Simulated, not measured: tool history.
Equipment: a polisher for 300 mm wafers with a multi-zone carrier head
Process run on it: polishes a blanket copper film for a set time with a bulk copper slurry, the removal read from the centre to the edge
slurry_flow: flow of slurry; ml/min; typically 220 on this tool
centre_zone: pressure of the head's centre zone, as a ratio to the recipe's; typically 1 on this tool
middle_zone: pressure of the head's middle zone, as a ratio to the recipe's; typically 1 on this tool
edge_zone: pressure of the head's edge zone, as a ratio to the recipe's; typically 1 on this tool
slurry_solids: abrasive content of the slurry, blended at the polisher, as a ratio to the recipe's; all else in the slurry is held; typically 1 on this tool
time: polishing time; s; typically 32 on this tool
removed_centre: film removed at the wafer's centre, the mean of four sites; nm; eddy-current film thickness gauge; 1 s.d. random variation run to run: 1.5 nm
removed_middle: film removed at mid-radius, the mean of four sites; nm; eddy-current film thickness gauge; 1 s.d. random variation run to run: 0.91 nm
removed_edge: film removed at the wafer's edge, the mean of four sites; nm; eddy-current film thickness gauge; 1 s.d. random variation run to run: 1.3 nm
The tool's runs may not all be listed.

| run | hour | slurry_flow | centre_zone | middle_zone | edge_zone | slurry_solids | time | incoming thickness of the incoming film, nm | removed_centre | removed_middle | removed_edge |
|---|---|---|---|---|---|---|---|---|---|---|---|
| 1 | 0 | 260 | 1 | 1 | 1 | 1 | 32 | 4510.6 | 142.4 | 144.2 | 142.1 |
| 2 | 12.5 | 220 | 1 | 1 | 1 | 1 | 32 | 4579.4 | 140.2 | 143.6 | 139.7 |
|  | 20.4 | worn pad replaced by a new one |
|  | 25.3 | slurry nozzle cleaned |
| 3 | 25.8 | 220 | 1 | 1 | 0.94 | 1 | 32 | 4534.6 | 146.4 | 149.7 | 142.3 |
|  | 37.1 | carrier head's membrane replaced by a new one |
| 4 | 37.6 | 220 | 1 | 1 | 0.94 | 1 | 32 | 4644.3 | 144.5 | 147 | 139.9 |
| 5 | 47.2 | 220 | 1 | 1 | 0.94 | 1 | 32 | 4557.9 | 142.7 | 146.1 | 139.5 |
| 6 | 54.8 | 220 | 1 | 1 | 1 | 0.9 | 32 | 4531.7 | 136.9 | 139.5 | 136.6 |
| 7 | 66.1 | 220 | 1 | 1 | 1 | 0.9 | 32 | 4620.8 | 136.4 | 139.7 | 138.2 |
| 8 | 72.6 | 250 | 1 | 0.89 | 1.1 | 1 | 32 | 4565.5 | 142.5 | 131.1 | 148.1 |
| 9 | 83 | 285 | 1 | 1 | 1.05 | 0.9 | 32 | 4575.9 | 137.8 | 141 | 141.2 |
|  | 88.6 | worn pad replaced by a new one |
|  | 91.3 | centre zone pressure recalibrated |
| 10 | 97.4 | 275 | 0.89 | 1 | 1 | 1.3 | 32 | 4556.1 | 142.6 | 163.7 | 161.4 |
|  | 102 | edge zone pressure recalibrated |
| 11 | 107.9 | 295 | 1 | 1 | 1 | 1 | 22 | 4563.9 | 100.2 | 103.7 | 101.1 |
| 12 | 121.6 | 220 | 1 | 1 | 1.05 | 0.9 | 28 | 4512.6 | 118.3 | 121.7 | 123.3 |
| 13 | 136.6 | 220 | 1 | 1 | 1 | 1 | 32 | 4532.3 | 141.6 | 143.7 | 142.6 |
| 14 | 142.6 | 220 | 1 | 1 | 1 | 1 | 32 | 4496.5 | 144.3 | 144.9 | 143.7 |
|  | 156.1 | worn pad replaced by a new one |
| 15 | 160 | 220 | 1.12 | 1 | 0.92 | 1 | 27 | 4582.2 | 140.8 | 127.6 | 119.9 |
| 16 | 172.3 | 220 | 1.04 | 1 | 1 | 1 | 32 | 4530 | 150.7 | 146.8 | 145.7 |
| 17 | 181.8 | 220 | 1 | 1 | 1 | 1 | 32 | 4578.2 | 142.9 | 146.6 | 142.9 |
| 18 | 196.6 | 220 | 1.12 | 1 | 1 | 1.15 | 32 | 4553.8 | 166.4 | 149 | 148.3 |

Predict the results of run 19:
| 19 | 212.3 | 220 | 1 | 0.93 | 1.12 | 1 | 32 | 4623.6 | ? | ? | ? |

Run 19 produced removed_centre 140.1 nm, removed_middle 136 nm, removed_edge 147.2 nm.
With the hidden condition absent and the run-to-run variation left alone, this run would have shown removed_centre 147.8 nm, removed_middle 143.5 nm, removed_edge 155.3 nm.
